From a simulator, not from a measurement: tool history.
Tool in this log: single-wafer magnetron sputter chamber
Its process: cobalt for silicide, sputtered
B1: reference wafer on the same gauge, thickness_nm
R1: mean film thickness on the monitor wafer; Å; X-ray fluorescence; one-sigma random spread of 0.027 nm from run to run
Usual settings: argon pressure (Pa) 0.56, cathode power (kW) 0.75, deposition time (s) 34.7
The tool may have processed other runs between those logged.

{"run": 1, "hour": 0.0, "argon pressure (Pa)": 0.56, "cathode power (kW)": 0.9, "deposition time (s)": 34.7, "B1": 13.894, "R1": 153.72}
{"run": 2, "hour": 46.2, "argon pressure (Pa)": 0.56, "cathode power (kW)": 0.9, "deposition time (s)": 34.7, "B1": 13.904, "R1": 153.79}
{"run": 3, "hour": 96.2, "argon pressure (Pa)": 0.56, "cathode power (kW)": 0.9, "deposition time (s)": 34.7, "B1": 13.887, "R1": 153.72}
{"run": 4, "hour": 150.8, "argon pressure (Pa)": 0.56, "cathode power (kW)": 0.75, "deposition time (s)": 34.7, "B1": 13.903, "R1": 133.71}
{"hour": 418.1, "done": "sputter target and shields replaced"}
{"run": 5, "hour": 450.6, "argon pressure (Pa)": 0.56, "cathode power (kW)": 0.75, "deposition time (s)": 34.7, "B1": 13.899, "R1": 134.08}
{"run": 6, "hour": 499.8, "argon pressure (Pa)": 0.56, "cathode power (kW)": 0.8, "deposition time (s)": 34.7, "B1": 13.903, "R1": 141.3}
{"run": 7, "hour": 577.5, "argon pressure (Pa)": 0.56, "cathode power (kW)": 0.75, "deposition time (s)": 34.7, "B1": 13.896, "R1": 134.31}
{"run": 8, "hour": 649.7, "argon pressure (Pa)": 0.684, "cathode power (kW)": 0.7, "deposition time (s)": 34.7, "B1": 13.903, "R1": 122.87}
{"run": 9, "hour": 721.8, "argon pressure (Pa)": 0.684, "cathode power (kW)": 0.7, "deposition time (s)": 34.7, "B1": 13.901, "R1": 122.43}
{"run": 10, "hour": 800.9, "argon pressure (Pa)": 0.684, "cathode power (kW)": 0.7, "deposition time (s)": 34.7, "B1": 13.893, "R1": 122.8}
{"hour": 855.4, "done": "capacitance manometer re-zeroed and calibrated"}
{"run": 11, "hour": 886.3, "argon pressure (Pa)": 0.73, "cathode power (kW)": 0.75, "deposition time (s)": 34.7, "B1": 13.905, "R1": 125.13}
{"run": 12, "hour": 967.7, "argon pressure (Pa)": 0.73, "cathode power (kW)": 0.75, "deposition time (s)": 34.7, "B1": 13.908, "R1": 125.93}
{"hour": 1025.5, "done": "sputter target and shields replaced"}
{"run": 13, "hour": 1162.8, "argon pressure (Pa)": 0.56, "cathode power (kW)": 0.75, "deposition time (s)": 39.3, "B1": 13.91, "R1": 151.4}
{"run": 14, "hour": 1248.0, "argon pressure (Pa)": 0.56, "cathode power (kW)": 0.75, "deposition time (s)": 39.3, "B1": 13.897, "R1": 150.99}
{"run": 15, "hour": 1309.5, "argon pressure (Pa)": 0.764, "cathode power (kW)": 0.9, "deposition time (s)": 38.7, "B1": 13.901, "R1": 159.65}
{"hour": 1332.9, "done": "magnet pack replaced, of another model than before"}
{"run": 16, "hour": 1393.9, "argon pressure (Pa)": 0.621, "cathode power (kW)": 0.75, "deposition time (s)": 34.7, "B1": 13.915, "R1": 130}
{"run": 17, "hour": 1475.9, "argon pressure (Pa)": 0.56, "cathode power (kW)": 0.75, "deposition time (s)": 39.1, "B1": 13.899, "R1": 151.09}
{"hour": 1497.7, "done": "gauge calibrated"}
{"run": 18, "hour": 1526.0, "argon pressure (Pa)": 0.56, "cathode power (kW)": 0.75, "deposition time (s)": 34.7, "B1": 13.909, "R1": 134.12}
{"run": 19, "hour": 1570.1, "argon pressure (Pa)": 0.683, "cathode power (kW)": 0.75, "deposition time (s)": 29.1, "B1": 13.898, "R1": 106.01}
{"hour": 1599.2, "done": "sputter target and shields replaced"}
{"run": 20, "hour": 1613.3, "argon pressure (Pa)": 0.56, "cathode power (kW)": 0.75, "deposition time (s)": 34.7, "B1": 13.9, "R1": 133.93}

Estimate the outcome of run 21 from the log above:
{"run": 21, "hour": 1848.5, "argon pressure (Pa)": 0.715, "cathode power (kW)": 0.75, "deposition time (s)": 34.7, "B1": "?", "R1": "?"}

Logged for run 21: B1 13.903, R1 125.22 Å.
Had the tool carried no hidden state, the very same run would have given R1 122.74 Å.

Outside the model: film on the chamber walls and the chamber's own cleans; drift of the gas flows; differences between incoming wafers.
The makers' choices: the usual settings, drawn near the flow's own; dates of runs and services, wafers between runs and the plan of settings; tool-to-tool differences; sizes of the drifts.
